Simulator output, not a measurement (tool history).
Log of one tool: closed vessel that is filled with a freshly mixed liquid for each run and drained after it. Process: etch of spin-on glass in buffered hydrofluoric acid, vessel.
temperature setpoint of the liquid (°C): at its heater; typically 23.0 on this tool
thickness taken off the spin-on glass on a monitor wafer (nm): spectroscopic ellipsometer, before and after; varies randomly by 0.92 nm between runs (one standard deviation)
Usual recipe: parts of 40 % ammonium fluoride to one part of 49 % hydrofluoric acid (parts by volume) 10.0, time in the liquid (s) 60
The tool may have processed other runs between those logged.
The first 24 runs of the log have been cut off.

run	hour	temperature setpoint of the liquid (°C)	parts of 40 % ammonium fluoride to one part of 49 % hydrofluoric acid (parts by volume)	time in the liquid (s)	read-back film thickness of the spin-on glass reference wafer, read on the same gauge (nm)	thickness taken off the spin-on glass on a monitor wafer (nm)
25	2053.5	26.5	14.0	30	120.01	64.01
26	2097.2	23.0	10.0	40	120.01	96.45
27	2143.7	27.5	6.5	35	119.98	164.55
28	2203.0	23.0	10.0	60	120.00	146.38
29	2247.6	23.0	10.0	60	119.99	146.61
30	2284.8	21.5	8.5	60	119.99	155.30
31	2341.6	23.0	10.0	60	119.99	146.99
32	2377.7	24.5	13.5	60	120.01	120.71
33	2471.1	18.0	10.0	30	120.00	55.66
34	2628.7	21.5	12.5	90	120.00	167.92

3 ways to go on from here, each from the tool as it stands after run 34. What would each give?
A	2629.4	23.0	10.0	35	?	?
B	2629.4	19.0	11.0	60	?	?
C	2629.4	18.5	6.5	60	?	?

run	read-back film thickness of the spin-on glass reference wafer, read on the same gauge (nm)	thickness taken off the spin-on glass on a monitor wafer (nm)
A	120.00	85.52
B	120.00	108.93
C	120.00	172.89
Without the tool's hidden state the same runs would have given:
run	thickness taken off the spin-on glass on a monitor wafer (nm)
A	82.71
B	103.44
C	165.12

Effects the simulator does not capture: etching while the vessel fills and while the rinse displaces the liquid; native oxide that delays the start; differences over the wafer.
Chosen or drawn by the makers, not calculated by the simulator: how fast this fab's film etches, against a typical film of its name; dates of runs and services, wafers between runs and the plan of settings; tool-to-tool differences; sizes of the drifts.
